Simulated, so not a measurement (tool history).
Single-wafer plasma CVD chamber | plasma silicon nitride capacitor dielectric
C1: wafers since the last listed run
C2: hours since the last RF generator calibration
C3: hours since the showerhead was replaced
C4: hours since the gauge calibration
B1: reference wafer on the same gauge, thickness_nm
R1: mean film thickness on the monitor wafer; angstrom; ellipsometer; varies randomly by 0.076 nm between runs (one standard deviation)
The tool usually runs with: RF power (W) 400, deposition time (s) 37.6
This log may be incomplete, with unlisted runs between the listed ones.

{"run": 1, "hour": 0.0, "RF power (W)": 375, "deposition time (s)": 37.6, "C1": 0, "C2": 906.0, "C3": 6288.8, "C4": 9.2, "B1": 41.005, "R1": 498.71}
{"run": 2, "hour": 13.3, "RF power (W)": 375, "deposition time (s)": 37.6, "C1": 216, "C2": 919.3, "C3": 6302.1, "C4": 22.5, "B1": 41.033, "R1": 497.51}
{"run": 3, "hour": 40.4, "RF power (W)": 400, "deposition time (s)": 37.6, "C1": 440, "C2": 946.4, "C3": 6329.2, "C4": 49.6, "B1": 40.979, "R1": 504.04}
{"run": 4, "hour": 53.4, "RF power (W)": 380, "deposition time (s)": 41.4, "C1": 211, "C2": 959.4, "C3": 6342.2, "C4": 62.6, "B1": 40.997, "R1": 548.49}
{"run": 5, "hour": 79.8, "RF power (W)": 380, "deposition time (s)": 41.4, "C1": 429, "C2": 985.8, "C3": 6368.6, "C4": 89.0, "B1": 41.003, "R1": 550.25}
{"run": 6, "hour": 86.8, "RF power (W)": 380, "deposition time (s)": 41.4, "C1": 113, "C2": 992.8, "C3": 6375.6, "C4": 96.0, "B1": 41.012, "R1": 549.65}
{"run": 7, "hour": 99.9, "RF power (W)": 375, "deposition time (s)": 33.6, "C1": 212, "C2": 1005.9, "C3": 6388.7, "C4": 109.1, "B1": 40.992, "R1": 443.87}
{"run": 8, "hour": 108.8, "RF power (W)": 400, "deposition time (s)": 37.6, "C1": 144, "C2": 1014.8, "C3": 6397.6, "C4": 118.0, "B1": 40.984, "R1": 503.59}
{"run": 9, "hour": 122.4, "RF power (W)": 400, "deposition time (s)": 37.6, "C1": 221, "C2": 1028.4, "C3": 6411.2, "C4": 131.6, "B1": 41.005, "R1": 504.29}
{"run": 10, "hour": 129.0, "RF power (W)": 355, "deposition time (s)": 37.6, "C1": 107, "C2": 1035.0, "C3": 6417.8, "C4": 138.2, "B1": 41.025, "R1": 494.33}
{"run": 11, "hour": 138.9, "RF power (W)": 355, "deposition time (s)": 37.6, "C1": 160, "C2": 1044.9, "C3": 6427.7, "C4": 148.1, "B1": 41.025, "R1": 493.21}
{"run": 12, "hour": 154.9, "RF power (W)": 400, "deposition time (s)": 37.6, "C1": 260, "C2": 1060.9, "C3": 6443.7, "C4": 164.1, "B1": 41.011, "R1": 504.35}
{"run": 13, "hour": 161.0, "RF power (W)": 355, "deposition time (s)": 31.2, "C1": 99, "C2": 1067.0, "C3": 6449.8, "C4": 170.2, "B1": 41.026, "R1": 408.42}
{"hour": 165.9, "done": "gauge calibrated"}
{"run": 14, "hour": 174.8, "RF power (W)": 380, "deposition time (s)": 41.5, "C1": 224, "C2": 1080.8, "C3": 6463.6, "C4": 8.9, "B1": 40.968, "R1": 550.7}
{"run": 15, "hour": 188.0, "RF power (W)": 355, "deposition time (s)": 43.8, "C1": 214, "C2": 1094.0, "C3": 6476.8, "C4": 22.1, "B1": 40.997, "R1": 573.91}
{"hour": 199.8, "done": "RF generator calibrated"}
{"hour": 203.6, "done": "showerhead replaced"}
{"run": 16, "hour": 204.5, "RF power (W)": 355, "deposition time (s)": 43.8, "C1": 76, "C2": 4.7, "C3": 0.9, "C4": 38.6, "B1": 40.972, "R1": 574.09}
{"run": 17, "hour": 218.4, "RF power (W)": 400, "deposition time (s)": 37.6, "C1": 225, "C2": 18.6, "C3": 14.8, "C4": 52.5, "B1": 40.982, "R1": 503.84}

Run 18 comes next. What will it give?
{"run": 18, "hour": 225.6, "RF power (W)": 400, "deposition time (s)": 34.5, "C1": 117, "C2": 25.8, "C3": 22.0, "C4": 59.7, "B1": "?", "R1": "?"}

{"run 18": {"B1": 40.984, "R1": 461.52}}
Without the tool's hidden state the same run would have given R1 461.52 angstrom.

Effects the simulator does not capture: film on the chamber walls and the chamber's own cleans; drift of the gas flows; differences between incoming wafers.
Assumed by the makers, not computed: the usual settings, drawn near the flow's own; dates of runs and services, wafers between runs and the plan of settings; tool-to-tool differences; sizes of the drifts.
